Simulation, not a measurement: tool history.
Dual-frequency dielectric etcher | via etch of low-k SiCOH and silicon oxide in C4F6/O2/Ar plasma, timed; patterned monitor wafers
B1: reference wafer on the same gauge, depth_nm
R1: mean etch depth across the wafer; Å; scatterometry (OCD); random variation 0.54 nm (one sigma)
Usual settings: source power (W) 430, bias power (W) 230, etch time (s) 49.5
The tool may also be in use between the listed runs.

run 1 hour=0.0 | source_power_(W)=430 bias_power_(W)=230 etch_time_(s)=49.5 | B1=137.0 | R1=1343
run 2 hour=44.5 | source_power_(W)=430 bias_power_(W)=230 etch_time_(s)=49.5 | B1=137.2 | R1=1338
run 3 hour=96.2 | source_power_(W)=430 bias_power_(W)=230 etch_time_(s)=49.5 | B1=137.0 | R1=1347
run 4 hour=144.2 | source_power_(W)=360 bias_power_(W)=230 etch_time_(s)=49.5 | B1=137.0 | R1=1225
run 5 hour=212.4 | source_power_(W)=430 bias_power_(W)=230 etch_time_(s)=49.5 | B1=137.1 | R1=1339
-- hour=239.4 upper electrode replaced
run 6 hour=281.8 | source_power_(W)=430 bias_power_(W)=230 etch_time_(s)=49.5 | B1=136.9 | R1=1343
run 7 hour=329.2 | source_power_(W)=430 bias_power_(W)=230 etch_time_(s)=49.5 | B1=136.9 | R1=1350
run 8 hour=353.3 | source_power_(W)=430 bias_power_(W)=230 etch_time_(s)=49.5 | B1=137.0 | R1=1334
-- hour=422.0 wet clean of the chamber
run 9 hour=422.5 | source_power_(W)=430 bias_power_(W)=230 etch_time_(s)=49.5 | B1=136.9 | R1=1342
-- hour=442.9 bias power generator calibrated
run 10 hour=452.8 | source_power_(W)=510 bias_power_(W)=230 etch_time_(s)=53.0 | B1=137.0 | R1=1561
-- hour=490.2 gauge calibrated
run 11 hour=511.4 | source_power_(W)=510 bias_power_(W)=230 etch_time_(s)=53.0 | B1=136.9 | R1=1571
run 12 hour=555.4 | source_power_(W)=430 bias_power_(W)=230 etch_time_(s)=49.5 | B1=137.0 | R1=1337
run 13 hour=622.7 | source_power_(W)=430 bias_power_(W)=230 etch_time_(s)=41.0 | B1=136.9 | R1=1118
run 14 hour=664.8 | source_power_(W)=430 bias_power_(W)=230 etch_time_(s)=34.5 | B1=137.1 | R1=938
-- hour=868.6 source power generator calibrated
-- hour=876.3 wet clean of the chamber
run 15 hour=879.7 | source_power_(W)=380 bias_power_(W)=174 etch_time_(s)=64.0 | B1=137.0 | R1=1506
run 16 hour=931.9 | source_power_(W)=350 bias_power_(W)=230 etch_time_(s)=59.0 | B1=137.1 | R1=1480
run 17 hour=998.0 | source_power_(W)=480 bias_power_(W)=277 etch_time_(s)=49.5 | B1=136.9 | R1=1556
run 18 hour=1024.4 | source_power_(W)=430 bias_power_(W)=230 etch_time_(s)=49.5 | B1=137.1 | R1=1373
run 19 hour=1085.2 | source_power_(W)=430 bias_power_(W)=186 etch_time_(s)=42.5 | B1=136.9 | R1=1088
run 20 hour=1261.1 | source_power_(W)=430 bias_power_(W)=197 etch_time_(s)=53.5 | B1=137.0 | R1=1400
-- hour=1316.6 wet clean of the chamber
run 21 hour=1321.0 | source_power_(W)=430 bias_power_(W)=230 etch_time_(s)=49.5 | B1=136.9 | R1=1381
run 22 hour=1355.9 | source_power_(W)=430 bias_power_(W)=230 etch_time_(s)=49.5 | B1=137.2 | R1=1372
run 23 hour=1393.2 | source_power_(W)=430 bias_power_(W)=230 etch_time_(s)=45.0 | B1=137.0 | R1=1253

Run 24 comes next. What will it give?
run 24 hour=1463.0 | source_power_(W)=430 bias_power_(W)=202 etch_time_(s)=58.0 | B1=? | R1=?

B1: 137.0
R1: 1534 Å
Without the tool's hidden state the same run would have given R1 1547 Å.
